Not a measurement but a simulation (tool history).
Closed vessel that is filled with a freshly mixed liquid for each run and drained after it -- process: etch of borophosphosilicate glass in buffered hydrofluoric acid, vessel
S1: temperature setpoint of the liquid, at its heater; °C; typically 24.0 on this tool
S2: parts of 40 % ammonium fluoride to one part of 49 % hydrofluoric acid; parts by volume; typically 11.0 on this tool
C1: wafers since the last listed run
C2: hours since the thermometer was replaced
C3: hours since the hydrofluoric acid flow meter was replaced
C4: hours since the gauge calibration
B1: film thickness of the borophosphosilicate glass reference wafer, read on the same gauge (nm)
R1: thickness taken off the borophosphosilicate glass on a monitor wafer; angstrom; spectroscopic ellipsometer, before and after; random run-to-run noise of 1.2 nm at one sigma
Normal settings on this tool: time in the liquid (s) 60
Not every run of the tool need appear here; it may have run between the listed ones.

{"run": 1, "hour": 0.0, "S1": 24.0, "S2": 11.0, "time in the liquid (s)": 60, "C1": 0, "C2": 1340.4, "C3": 1015.8, "C4": 2567.2, "B1": 60.03, "R1": 1177.0}
{"run": 2, "hour": 73.6, "S1": 24.0, "S2": 11.0, "time in the liquid (s)": 60, "C1": 5926, "C2": 1414.0, "C3": 1089.4, "C4": 2640.8, "B1": 60.03, "R1": 1186.6}
{"run": 3, "hour": 162.5, "S1": 24.0, "S2": 11.0, "time in the liquid (s)": 60, "C1": 7158, "C2": 1502.9, "C3": 1178.3, "C4": 2729.7, "B1": 59.99, "R1": 1214.6}
{"run": 4, "hour": 235.3, "S1": 24.0, "S2": 11.0, "time in the liquid (s)": 60, "C1": 5862, "C2": 1575.7, "C3": 1251.1, "C4": 2802.5, "B1": 60.01, "R1": 1204.4}
{"run": 5, "hour": 297.0, "S1": 24.0, "S2": 11.0, "time in the liquid (s)": 60, "C1": 4968, "C2": 1637.4, "C3": 1312.8, "C4": 2864.2, "B1": 59.99, "R1": 1192.2}
{"run": 6, "hour": 385.7, "S1": 24.0, "S2": 11.0, "time in the liquid (s)": 60, "C1": 7142, "C2": 1726.1, "C3": 1401.5, "C4": 2952.9, "B1": 60.02, "R1": 1177.4}
{"hour": 412.8, "done": "gauge calibrated"}
{"run": 7, "hour": 459.9, "S1": 24.0, "S2": 11.0, "time in the liquid (s)": 60, "C1": 5975, "C2": 1800.3, "C3": 1475.7, "C4": 47.1, "B1": 59.97, "R1": 1189.9}
{"run": 8, "hour": 540.9, "S1": 24.0, "S2": 9.0, "time in the liquid (s)": 60, "C1": 6522, "C2": 1881.3, "C3": 1556.7, "C4": 128.1, "B1": 60.03, "R1": 1420.4}
{"run": 9, "hour": 614.1, "S1": 20.5, "S2": 11.0, "time in the liquid (s)": 60, "C1": 5894, "C2": 1954.5, "C3": 1629.9, "C4": 201.3, "B1": 59.99, "R1": 971.1}
{"hour": 711.8, "done": "hydrofluoric acid flow meter replaced"}
{"run": 10, "hour": 715.4, "S1": 26.5, "S2": 11.0, "time in the liquid (s)": 60, "C1": 8076, "C2": 2055.8, "C3": 3.6, "C4": 302.6, "B1": 60.05, "R1": 1440.7}
{"run": 11, "hour": 778.3, "S1": 25.5, "S2": 8.5, "time in the liquid (s)": 70, "C1": 5065, "C2": 2118.7, "C3": 66.5, "C4": 365.5, "B1": 59.99, "R1": 1996.9}
{"run": 12, "hour": 873.4, "S1": 24.0, "S2": 11.0, "time in the liquid (s)": 60, "C1": 7658, "C2": 2213.8, "C3": 161.6, "C4": 460.6, "B1": 59.96, "R1": 1256.4}
{"run": 13, "hour": 1197.3, "S1": 22.0, "S2": 9.5, "time in the liquid (s)": 60, "C1": 26082, "C2": 2537.7, "C3": 485.5, "C4": 784.5, "B1": 59.99, "R1": 1264.3}
{"run": 14, "hour": 1254.1, "S1": 22.5, "S2": 14.5, "time in the liquid (s)": 75, "C1": 4573, "C2": 2594.5, "C3": 542.3, "C4": 841.3, "B1": 60.01, "R1": 1076.2}
{"run": 15, "hour": 1297.8, "S1": 24.0, "S2": 7.5, "time in the liquid (s)": 45, "C1": 3519, "C2": 2638.2, "C3": 586.0, "C4": 885.0, "B1": 59.98, "R1": 1292.3}
{"run": 16, "hour": 1402.0, "S1": 24.0, "S2": 11.0, "time in the liquid (s)": 30, "C1": 8391, "C2": 2742.4, "C3": 690.2, "C4": 989.2, "B1": 59.96, "R1": 607.3}
{"hour": 1458.9, "done": "thermometer replaced"}
{"run": 17, "hour": 1471.6, "S1": 24.0, "S2": 11.0, "time in the liquid (s)": 60, "C1": 5524, "C2": 12.7, "C3": 759.8, "C4": 1058.8, "B1": 59.99, "R1": 1221.3}
{"run": 18, "hour": 1549.8, "S1": 24.0, "S2": 15.5, "time in the liquid (s)": 60, "C1": 6297, "C2": 90.9, "C3": 838.0, "C4": 1137.0, "B1": 59.98, "R1": 880.8}
{"run": 19, "hour": 1625.6, "S1": 24.0, "S2": 11.0, "time in the liquid (s)": 60, "C1": 6104, "C2": 166.7, "C3": 913.8, "C4": 1212.8, "B1": 60.02, "R1": 1227.4}
{"run": 20, "hour": 1804.7, "S1": 24.0, "S2": 11.0, "time in the liquid (s)": 75, "C1": 14422, "C2": 345.8, "C3": 1092.9, "C4": 1391.9, "B1": 60.01, "R1": 1507.7}
{"run": 21, "hour": 1880.3, "S1": 24.0, "S2": 11.0, "time in the liquid (s)": 60, "C1": 6087, "C2": 421.4, "C3": 1168.5, "C4": 1467.5, "B1": 60.01, "R1": 1197.0}
{"run": 22, "hour": 1938.2, "S1": 24.0, "S2": 11.0, "time in the liquid (s)": 60, "C1": 4662, "C2": 479.3, "C3": 1226.4, "C4": 1525.4, "B1": 60.01, "R1": 1185.9}
{"run": 23, "hour": 1999.0, "S1": 29.0, "S2": 11.0, "time in the liquid (s)": 90, "C1": 4896, "C2": 540.1, "C3": 1287.2, "C4": 1586.2, "B1": 60.02, "R1": 2320.6}
{"run": 24, "hour": 2081.7, "S1": 19.0, "S2": 11.0, "time in the liquid (s)": 60, "C1": 6659, "C2": 622.8, "C3": 1369.9, "C4": 1668.9, "B1": 60.03, "R1": 892.4}
{"run": 25, "hour": 2121.7, "S1": 25.5, "S2": 11.0, "time in the liquid (s)": 40, "C1": 3221, "C2": 662.8, "C3": 1409.9, "C4": 1708.9, "B1": 59.98, "R1": 877.4}
{"run": 26, "hour": 2219.3, "S1": 24.0, "S2": 14.5, "time in the liquid (s)": 60, "C1": 7859, "C2": 760.4, "C3": 1507.5, "C4": 1806.5, "B1": 60.01, "R1": 901.7}
{"hour": 2229.7, "done": "hydrofluoric acid flow meter replaced"}
{"run": 27, "hour": 2286.6, "S1": 20.0, "S2": 11.0, "time in the liquid (s)": 60, "C1": 5339, "C2": 827.7, "C3": 56.9, "C4": 1873.8, "B1": 59.97, "R1": 1001.5}
{"run": 28, "hour": 2358.5, "S1": 24.0, "S2": 11.0, "time in the liquid (s)": 60, "C1": 5789, "C2": 899.6, "C3": 128.8, "C4": 1945.7, "B1": 59.96, "R1": 1255.2}
{"run": 29, "hour": 2457.3, "S1": 29.0, "S2": 11.0, "time in the liquid (s)": 90, "C1": 7956, "C2": 998.4, "C3": 227.6, "C4": 2044.5, "B1": 59.98, "R1": 2448.4}
{"run": 30, "hour": 2543.9, "S1": 24.0, "S2": 12.0, "time in the liquid (s)": 80, "C1": 6973, "C2": 1085.0, "C3": 314.2, "C4": 2131.1, "B1": 60.03, "R1": 1508.8}

Below, some changes in R1 between adjacent runs. For each, the amount present without the hidden state too (settings, incoming material, random variation) and the amount remaining for the hidden state with gauge scatter not shared by both compared results:
Unlogged tool condition in this case: liquid colder than its thermometer reads (K); hydrofluoric acid flow below the setpoint (%); gauge reads high (%).
Run 9 -> 10: S1 20.5 -> 26.5, hydrofluoric acid flow meter replaced. R1 +469.6 angstrom: hidden state +60.1, all else +409.5.
Run 22 -> 23: S1 24.0 -> 29.0, time in the liquid (s) 60 -> 90. R1 +1134.7 angstrom: hidden state -70.0, all else +1204.7.
Run 23 -> 24: S1 29.0 -> 19.0, time in the liquid (s) 90 -> 60. R1 -1428.2 angstrom: hidden state +81.2, all else -1509.4.
Run 28 -> 29: S1 24.0 -> 29.0, time in the liquid (s) 60 -> 90. R1 +1193.2 angstrom: hidden state -21.6, all else +1214.8.
